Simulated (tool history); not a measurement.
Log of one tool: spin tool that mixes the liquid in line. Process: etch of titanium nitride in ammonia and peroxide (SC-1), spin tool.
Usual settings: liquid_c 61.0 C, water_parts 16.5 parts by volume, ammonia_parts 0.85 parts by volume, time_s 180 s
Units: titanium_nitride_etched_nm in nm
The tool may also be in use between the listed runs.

| run | day | liquid_c | water_parts | ammonia_parts | time_s | read-back film thickness of the titanium nitride reference wafer, read on the same gauge (nm) | titanium_nitride_etched_nm |
|---|---|---|---|---|---|---|---|
| 1 | 0.000 | 68.0 | 16.5 | 0.85 | 180 | 50.02 | 25.56 |
| 2 | 0.250 | 68.0 | 16.5 | 0.85 | 180 | 50.01 | 25.55 |
| 3 | 0.521 | 61.0 | 16.5 | 0.85 | 180 | 49.98 | 16.57 |
| 4 | 1.379 | 61.0 | 16.5 | 0.85 | 180 | 50.05 | 16.57 |
| 5 | 3.146 | 61.0 | 16.5 | 0.85 | 180 | 49.97 | 16.62 |
| 6 | 3.421 | 61.0 | 16.5 | 0.85 | 180 | 50.01 | 16.41 |
| 7 | 3.850 | 61.0 | 16.5 | 0.85 | 180 | 50.05 | 16.44 |
| 8 | 4.454 | 61.0 | 16.5 | 0.85 | 180 | 50.00 | 16.55 |
| 9 | 4.767 | 61.0 | 16.5 | 0.85 | 180 | 50.04 | 16.61 |
| 10 | 5.354 | 61.0 | 16.5 | 0.85 | 180 | 50.00 | 16.42 |
|  | 5.462 | thermometer replaced |
|  | 5.492 | ammonia flow meter replaced |
| 11 | 5.662 | 61.0 | 16.5 | 0.85 | 180 | 49.99 | 14.14 |
| 12 | 6.083 | 61.0 | 16.5 | 0.95 | 180 | 50.01 | 14.32 |
| 13 | 6.733 | 61.0 | 21.0 | 1.05 | 230 | 49.97 | 16.51 |
|  | 7.162 | gauge calibrated |
| 14 | 7.433 | 61.0 | 16.5 | 0.85 | 145 | 50.00 | 11.39 |
|  | 7.529 | new drum of ammonia solution connected |
| 15 | 7.788 | 61.0 | 12.0 | 0.85 | 180 | 50.01 | 16.91 |
| 16 | 8.067 | 61.0 | 16.5 | 0.95 | 180 | 50.01 | 14.47 |
|  | 8.392 | heated supply line repaired |
| 17 | 9.629 | 57.0 | 10.0 | 0.55 | 180 | 49.97 | 15.00 |
| 18 | 10.196 | 61.0 | 16.5 | 0.85 | 180 | 50.02 | 16.39 |
| 19 | 10.808 | 61.0 | 16.5 | 0.75 | 85 | 50.00 | 7.47 |
| 20 | 11.408 | 52.5 | 16.5 | 0.75 | 180 | 50.00 | 9.07 |
| 21 | 11.833 | 61.0 | 16.5 | 0.45 | 80 | 50.00 | 6.41 |
| 22 | 12.454 | 61.0 | 16.5 | 0.95 | 180 | 49.98 | 16.55 |
| 23 | 12.775 | 68.0 | 16.5 | 0.85 | 180 | 50.03 | 25.28 |
| 24 | 13.371 | 61.0 | 16.5 | 0.85 | 180 | 50.03 | 16.27 |
| 25 | 14.104 | 51.0 | 20.0 | 0.85 | 180 | 50.01 | 7.49 |

The tool's hidden state at each run:
ammonia flow below the setpoint (%): 0 in every run
ammonia solution weaker than its label (%): 0 in every run
gauge reads high (%): 0 in every run
H1: liquid hotter than its thermometer reads (K)
H2: temperature lost on the way to the wafer (K)
| run | H1 | H2 |
|---|---|---|
| 1 | 2.22 | 1.8 |
| 2 | 2.24 | 1.81 |
| 3 | 2.25 | 1.83 |
| 4 | 2.29 | 1.87 |
| 5 | 2.37 | 1.97 |
| 6 | 2.38 | 1.98 |
| 7 | 2.4 | 2 |
| 8 | 2.43 | 2.04 |
| 9 | 2.44 | 2.05 |
| 10 | 2.47 | 2.09 |
| 11 | 0.305 | 2.1 |
| 12 | 0.324 | 2.12 |
| 13 | 0.354 | 2.16 |
| 14 | 0.386 | 2.2 |
| 15 | 0.403 | 2.22 |
| 16 | 0.416 | 2.23 |
| 17 | 0.488 | 0.102 |
| 18 | 0.514 | 0.133 |
| 19 | 0.542 | 0.165 |
| 20 | 0.57 | 0.197 |
| 21 | 0.59 | 0.22 |
| 22 | 0.618 | 0.253 |
| 23 | 0.633 | 0.27 |
| 24 | 0.661 | 0.302 |
| 25 | 0.695 | 0.341 |
